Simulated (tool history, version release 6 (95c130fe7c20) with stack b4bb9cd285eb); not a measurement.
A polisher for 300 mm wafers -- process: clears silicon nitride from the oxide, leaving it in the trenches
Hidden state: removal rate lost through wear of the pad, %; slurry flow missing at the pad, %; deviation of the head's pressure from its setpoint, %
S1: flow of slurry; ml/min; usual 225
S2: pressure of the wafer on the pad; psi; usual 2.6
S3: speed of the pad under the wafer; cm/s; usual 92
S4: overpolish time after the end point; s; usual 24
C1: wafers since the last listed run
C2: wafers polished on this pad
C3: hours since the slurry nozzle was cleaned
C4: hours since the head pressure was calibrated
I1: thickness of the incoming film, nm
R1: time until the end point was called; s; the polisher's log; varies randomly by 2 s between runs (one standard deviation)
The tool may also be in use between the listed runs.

run     day   S1   S2   S3  S4    C1    C2     C3     C4    I1     R1
  1       0  225  2.6   92  24     0  2121   15.8  176.4  74.7  117.9
  2   1.062  225  2.6  102  13   206  2328   41.3  201.9  74.8    109
  3   2.683  225  2.6  102  13   315  2644   80.2  240.8  74.1  114.6
  4   4.271  225  2.6  102  13   309  2953  118.3  278.9  76.1  117.8
  5   5.742  280  2.6   92  17   286  3240  153.6  314.2  74.6    125
      6.379  -- worn pad replaced by a new one
  6     6.8  225  2.6   92  28   173    81    179  339.6  75.6  121.2
  7   9.338  225  2.6   92  24   494   576  239.9  400.5  75.3  124.6
  8  11.125  225  2.6   92  24   348   924  282.8  443.4    74  125.5
     11.762  -- head pressure recalibrated
  9  12.196  225  2.6   92  24   192  1116  308.5   10.4    75  113.9
 10  14.504  225  2.6   92  24   449  1566  363.9   65.8  74.7  113.7
     15.154  -- slurry nozzle cleaned
 11  15.975  225  2.6   92  24   278  1844   19.7  101.1  74.4  114.9
 12   17.55  225  2.6   92  24   306  2151   57.5  138.9  73.9  113.7
 13  20.429  225  2.6   92  24   560  2712  126.6    208  74.7  123.2
 14  21.867  255  3.1   92  24   280  2992  161.1  242.5  74.8  106.5
     22.683  -- worn pad replaced by a new one
 15  29.521  255  3.1   92  24  1458  1332  344.8  426.2  73.8   98.7
 16  31.633  225  3.5   92  24   411  1743  395.5  476.9    76   95.3
     32.104  -- slurry nozzle cleaned
 17  32.958  185  3.5   92  24   249  1993   20.5  508.7  74.7   95.4
     33.962  -- head pressure recalibrated
 18  35.017  150  2.6   92  24   384  2378   69.9   25.3  75.8  124.7
 19  37.796  225  2.6   92  19   541  2919  136.6     92  74.1  119.4
     42.462  -- worn pad replaced by a new one
 20   46.25  225  2.6   92  24  1614   737  339.5  294.9    75  114.7
 21  47.962  225  2.6   92  24   333  1071  380.6    336  74.8  120.6
 22  49.583  225  2.6   70  18   315  1387  419.5  374.9  73.8  141.6
     51.962  -- slurry nozzle cleaned
 23  52.425  225  2.6  102  13   545  1932   11.1  443.1  75.2  117.3
     53.625  -- head pressure recalibrated
 24  54.867  225  2.6   68  24   459  2392   69.7   29.8  75.4  143.4
 25  56.196  225  2.6   92  13   258  2650  101.6   61.7  74.7  119.6
 26  57.717  155  2.6   78  29   296  2947  138.1   98.2  74.3  137.1
     58.896  -- worn pad replaced by a new one
 27  59.971  225  2.9  124  24   406   209  192.2  152.3  76.6   81.2
 28  60.983  225    3   66  30   197   406  216.5  176.6  74.9  121.6
 29  63.262  225  2.6   92  24   443   850  271.2  231.3  75.2  113.9
 30  64.467  195  3.1   60  37   234  1084  300.1  260.2  75.9  130.9
 31  67.188  225  2.6   92  24   530  1614  365.4  325.5  74.2  117.3
 32  68.425  225  2.4   92  33   241  1855  395.1  355.2  76.3  130.7
 33  69.592  195    2  114  29   227  2083  423.1  383.2  75.3  140.3
 34  72.229  225  2.6   92  24   513  2596  486.4  446.5  76.5  131.6
     72.846  -- slurry nozzle cleaned
     74.325  -- head pressure recalibrated
 35  74.783  300    3   68  15   473  3070   46.5     11    76  121.8
 36  76.104  170  2.6  112  15   257  3327   78.2   42.7  75.1  110.4
     76.579  -- worn pad replaced by a new one
 37  77.612  155  2.6  118  24   261   200  114.4   78.9  74.9   94.8

Here are 3 independent what-if runs from the current tool condition. What would each one return?
  A  77.633  225  2.6   92  24   4  204  114.9  79.4  74.3   ?
  B  77.633  280  2.3   92  16   4  204  114.9  79.4  74.3   ?
  C  77.633  150  2.6  120  24   4  204  114.9  79.4  74.3   ?

run     R1
  A  111.8
  B  124.3
  C   95.8
With the hidden condition removed and each run's random variation left untouched, the same runs would have given:
run     R1
  A    110
  B  122.4
  C   94.3

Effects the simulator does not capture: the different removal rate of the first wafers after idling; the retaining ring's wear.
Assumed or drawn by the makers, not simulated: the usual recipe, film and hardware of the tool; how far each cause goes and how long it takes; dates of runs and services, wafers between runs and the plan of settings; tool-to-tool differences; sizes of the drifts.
